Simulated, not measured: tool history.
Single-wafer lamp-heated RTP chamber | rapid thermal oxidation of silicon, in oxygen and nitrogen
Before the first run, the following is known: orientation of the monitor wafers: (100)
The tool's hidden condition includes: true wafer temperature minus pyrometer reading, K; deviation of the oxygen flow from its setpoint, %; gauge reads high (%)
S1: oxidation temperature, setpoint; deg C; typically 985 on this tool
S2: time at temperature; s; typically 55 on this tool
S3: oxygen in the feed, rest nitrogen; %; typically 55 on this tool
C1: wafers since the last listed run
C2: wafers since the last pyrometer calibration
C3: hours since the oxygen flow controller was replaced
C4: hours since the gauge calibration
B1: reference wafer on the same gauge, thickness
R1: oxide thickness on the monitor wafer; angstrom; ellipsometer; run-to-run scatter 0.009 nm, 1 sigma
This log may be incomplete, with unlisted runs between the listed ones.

run    hour    S1  S2  S3   C1    C2      C3      C4     B1     R1
  1     0.0   985  41  55    0  1907  1442.9   698.5  5.092  38.43
  2    79.6   985  55  55  529  2436  1522.5   778.1  5.084  43.02
  3   120.6   985  55  55  272  2708  1563.5   819.1  5.082  42.97
  4   199.3   985  55  55  523  3231  1642.2   897.8  5.076  42.95
  5   289.7   985  55  55  600  3832  1732.6   988.2  5.068  42.82
      331.6  -- pyrometer window cleaned and pyrometer calibrated
  6   349.1   985  55  55  341   116  1792.0  1047.6  5.063  43.01
  7   450.9   985  55  55  676   793  1893.8  1149.4  5.056  42.91
  8   552.9   985  55  55  677  1471  1995.8  1251.4  5.045  42.66
  9   646.8   985  55  55  624  2095  2089.7  1345.3  5.041  42.67
 10   683.4   985  55  45  243  2338  2126.3  1381.9  5.036  40.03
 11   746.6   985  55  47  420  2758  2189.5  1445.1  5.031  40.54
 12   819.1   985  55  47  481  3240  2262.0  1517.6  5.027  40.44
      834.4  -- gauge calibrated
 13   891.1   985  55  47  478  3718  2334.0    56.7  5.163  41.71
 14   946.3   985  55  55  366  4085  2389.2   111.9  5.158  43.59
     1001.2  -- pyrometer window cleaned and pyrometer calibrated
 15  1001.7   985  38  55  315     3  2444.6   167.3  5.151  37.76
 16  1071.6   985  36  32  464   468  2514.5   237.2  5.147  32.22
 17  1146.9   985  55  55  500   968  2589.8   312.5  5.141  43.49
     1191.5  -- oxygen flow controller replaced
 18  1198.9   999  31  44  292  1260     7.4   364.5  5.136  35.73
 19  1252.6   985  33  66  356  1617    61.1   418.2  5.132  37.46
 20  1291.1   985  55  55  255  1873    99.6   456.7  5.130  43.37
 21  1360.6   976  63  27  461  2335   169.1   526.2  5.123  35.30
 22  1468.5   985  44  35  717  3052   277.0   634.1  5.114  34.96
 23  1517.3   975  55  31  324  3376   325.8   682.9  5.108  34.47
     1538.5  -- pyrometer window cleaned and pyrometer calibrated
 24  1598.0   985  55  55  483   395   406.5   763.6  5.101  43.10
 25  1703.1   969  46  71  698  1094   511.6   868.7  5.090  39.05
 26  1756.1   985  30  55  352  1446   564.6   921.7  5.087  34.25
 27  1819.0   985  55  55  418  1864   627.5   984.6  5.083  43.22
 28  1881.8   985  55  55  417  2281   690.3  1047.4  5.082  42.84
 29  1927.5  1009  55  55  303  2585   736.0  1093.1  5.074  50.72

For each entry between runs, how does the tool's hidden state at the last listed run before it compare with that at the first listed run after it?
Runs 5 to 6: pyrometer window cleaned and pyrometer calibrated (hour 331.6)
  gauge reads high (%): -2.15 -> -2.24
  measured result minus the result with no hidden state, R1: -0.94 -> -0.99 angstrom
Runs 12 to 13: gauge calibrated (hour 834.4)
  gauge reads high (%): -3.02 -> -0.339
  measured result minus the result with no hidden state, R1: -1.26 -> -0.14 angstrom
Runs 14 to 15: pyrometer window cleaned and pyrometer calibrated (hour 1001.2)
  gauge reads high (%): -0.43 -> -0.521
  measured result minus the result with no hidden state, R1: -0.19 -> -0.20 angstrom
Runs 17 to 18: oxygen flow controller replaced (hour 1191.5)
  gauge reads high (%): -0.76 -> -0.846
  measured result minus the result with no hidden state, R1: -0.33 -> -0.30 angstrom
Runs 23 to 24: pyrometer window cleaned and pyrometer calibrated (hour 1538.5)
  gauge reads high (%): -1.37 -> -1.5
  measured result minus the result with no hidden state, R1: -0.48 -> -0.65 angstrom

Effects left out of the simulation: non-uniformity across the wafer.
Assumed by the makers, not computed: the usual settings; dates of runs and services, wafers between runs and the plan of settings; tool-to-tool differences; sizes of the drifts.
